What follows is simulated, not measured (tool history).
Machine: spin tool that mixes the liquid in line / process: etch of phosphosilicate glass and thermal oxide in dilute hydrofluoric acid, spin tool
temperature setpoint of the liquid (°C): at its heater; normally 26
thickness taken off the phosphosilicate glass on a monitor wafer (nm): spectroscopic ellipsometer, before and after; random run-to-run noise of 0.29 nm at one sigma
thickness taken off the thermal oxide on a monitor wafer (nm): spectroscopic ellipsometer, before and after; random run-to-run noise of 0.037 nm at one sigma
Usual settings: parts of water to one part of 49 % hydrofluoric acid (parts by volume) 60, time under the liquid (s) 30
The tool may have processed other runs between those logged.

| run | hour | temperature setpoint of the liquid (°C) | parts of water to one part of 49 % hydrofluoric acid (parts by volume) | time under the liquid (s) | read-back film thickness of the phosphosilicate glass reference wafer, read on the same gauge (nm) | read-back film thickness of the thermal oxide reference wafer, read on the same gauge (nm) | thickness taken off the phosphosilicate glass on a monitor wafer (nm) | thickness taken off the thermal oxide on a monitor wafer (nm) |
|---|---|---|---|---|---|---|---|---|
| 1 | 0 | 26 | 40 | 30 | 29.98 | 139.991 | 73.77 | 3.902 |
| 2 | 27.7 | 26 | 60 | 30 | 29.98 | 140.013 | 48.15 | 2.557 |
| 3 | 60.3 | 26 | 60 | 30 | 30.01 | 139.996 | 47.98 | 2.582 |
| 4 | 89 | 26 | 60 | 30 | 30 | 140.007 | 47.88 | 2.55 |
| 5 | 105.3 | 26 | 60 | 30 | 30.01 | 140.003 | 47.88 | 2.477 |
| 6 | 134.7 | 21 | 35 | 30 | 30.02 | 139.997 | 68.15 | 3.612 |
| 7 | 154.8 | 31 | 30 | 30 | 30 | 140.005 | 124.22 | 6.46 |
| 8 | 184.4 | 26 | 50 | 30 | 30 | 140.023 | 58.05 | 3.156 |
| 9 | 200.6 | 27.5 | 60 | 35 | 29.98 | 139.996 | 59.94 | 3.144 |
| 10 | 222.6 | 26 | 35 | 30 | 29.98 | 139.986 | 84.85 | 4.531 |
| 11 | 252.6 | 22.5 | 30 | 30 | 29.98 | 140.008 | 86.04 | 4.612 |
| 12 | 272.7 | 30 | 60 | 45 | 30 | 139.993 | 84.11 | 4.432 |
| 13 | 296.4 | 30 | 85 | 40 | 29.97 | 140.027 | 55.71 | 3.03 |
| 14 | 322.7 | 26 | 60 | 30 | 30.01 | 140.016 | 51.91 | 2.707 |
| 15 | 346.1 | 26 | 85 | 35 | 29.99 | 140.016 | 41.68 | 2.171 |
| 16 | 360.1 | 28 | 70 | 30 | 30.02 | 139.996 | 47.79 | 2.562 |
| 17 | 388.9 | 29 | 75 | 40 | 29.99 | 139.977 | 60.78 | 3.283 |
| 18 | 408 | 26 | 40 | 30 | 30.03 | 140.019 | 79.79 | 4.206 |
| 19 | 426 | 26 | 60 | 30 | 30.02 | 139.999 | 52.23 | 2.741 |
| 20 | 528.4 | 23.5 | 35 | 30 | 29.99 | 140.003 | 83.11 | 4.326 |
| 21 | 547.4 | 26 | 75 | 30 | 29.99 | 139.994 | 40.95 | 2.195 |
| 22 | 582.4 | 26 | 60 | 30 | 30 | 140.009 | 51.48 | 2.827 |
| 23 | 611.2 | 30.5 | 75 | 30 | 30.03 | 140.011 | 48.55 | 2.554 |
| 24 | 645.3 | 26 | 60 | 30 | 29.99 | 140.008 | 52.03 | 2.7 |
| 25 | 662.4 | 26 | 60 | 30 | 29.96 | 139.98 | 51.35 | 2.756 |

Taken out of this log: 2 entries between the listed runs. Where each belongs, and how the hidden state differs across it:
In the gap between runs 1 and 2: gauge calibrated (hour 4.2)
  liquid colder than its thermometer reads (K): 1.67 -> 1.71; hydrofluoric acid flow above the setpoint (%): 0.337 -> 0.425
  measured less the result without the state, thickness taken off the phosphosilicate glass on a monitor wafer (nm): -4.97 -> -3.22; thickness taken off the thermal oxide on a monitor wafer (nm): -0.263 -> -0.171
In the gap between runs 12 and 13: thermometer replaced (hour 294.8)
  liquid colder than its thermometer reads (K): 2.06 -> 0.0701; hydrofluoric acid flow above the setpoint (%): 1.19 -> 1.27
  measured less the result without the state, thickness taken off the phosphosilicate glass on a monitor wafer (nm): -5.9 -> +0.64; thickness taken off the thermal oxide on a monitor wafer (nm): -0.311 -> +0.035
